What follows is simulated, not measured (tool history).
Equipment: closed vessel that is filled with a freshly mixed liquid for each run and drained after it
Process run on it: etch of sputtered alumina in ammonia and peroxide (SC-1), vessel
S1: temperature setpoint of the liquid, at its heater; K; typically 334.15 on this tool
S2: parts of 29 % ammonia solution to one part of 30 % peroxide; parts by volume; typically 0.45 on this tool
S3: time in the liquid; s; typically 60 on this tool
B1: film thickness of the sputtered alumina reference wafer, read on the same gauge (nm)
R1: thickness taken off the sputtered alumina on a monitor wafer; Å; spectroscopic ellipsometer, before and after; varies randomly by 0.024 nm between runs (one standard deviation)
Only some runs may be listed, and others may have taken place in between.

run   hour      S1    S2  S3     B1     R1
  1      0  334.15  0.45  60  69.98   84.2
  2    8.8  334.15  0.45  60     70   84.4
  3   16.7  334.15  0.45  60  69.99   84.4
  4     24  334.15  0.35  60     70   82.7
  5   30.2  334.15  0.35  60     70   82.6
  6   38.2  334.15  0.35  60     70   82.6
  7   55.6  334.15  0.45  60  70.02   85.3
  8   72.9  334.15  0.45  60  70.01   84.3
  9   85.3  334.15  0.45  60  69.98   85.2
      92.2  -- gauge calibrated
 10  101.9  334.15  0.45  60  70.02   84.9
     106.9  -- ammonia flow meter replaced
 11  117.4  334.15  0.45  60  70.01   85.6
 12  127.2  334.15  0.45  60  69.99   84.8
 13  135.7  324.65   0.6  70  69.99   62.1
     145.2  -- thermometer replaced
 14  153.6  334.15  0.45  60  70.02   91.6
     160.6  -- new drum of ammonia solution connected
 15  165.2  342.65  0.35  60  69.99  135.7
 16  176.3  340.15  0.35  30     70   60.3
 17  182.8  341.65   0.6  75     70    170
 18  196.5  334.15  0.45  60  69.96   91.9
     204.4  -- thermometer replaced, repeated, since the last time left the tool worse
 19  204.8  327.15  0.45  85  70.03   77.4
 20  214.9  334.15  0.45  60  70.03   78.7
 21  223.9  334.15   0.4  60  70.03   77.6
 22  236.1  334.15  0.35  60  69.99   76.6
 23  249.3  339.15  0.55  90  69.99  154.3
 24  258.2  340.65  0.45  35  69.99   63.6
 25  267.1  334.15  0.45  60  70.03   78.6

Each row is a separate what-if for the run after 25, all from the same tool condition, not one after another. Results?
     267.3  -- gauge calibrated
  A  267.8  334.15  0.45  60   ?   ?
     267.3  -- gauge calibrated
  B  267.8  334.15  0.45  75   ?   ?
     267.3  -- gauge calibrated
  C  267.8  328.15   0.3  35   ?   ?
     267.3  -- gauge calibrated
  D  267.8  330.65   0.6  30   ?   ?

run     B1    R1
  A  70.03  78.7
  B  70.03  98.4
  C  70.03  32.3
  D  70.03  33.8
Had the tool no hidden state, the same runs would have come out as:
run    R1
  A  78.1
  B  97.6
  C  32.1
  D  33.5
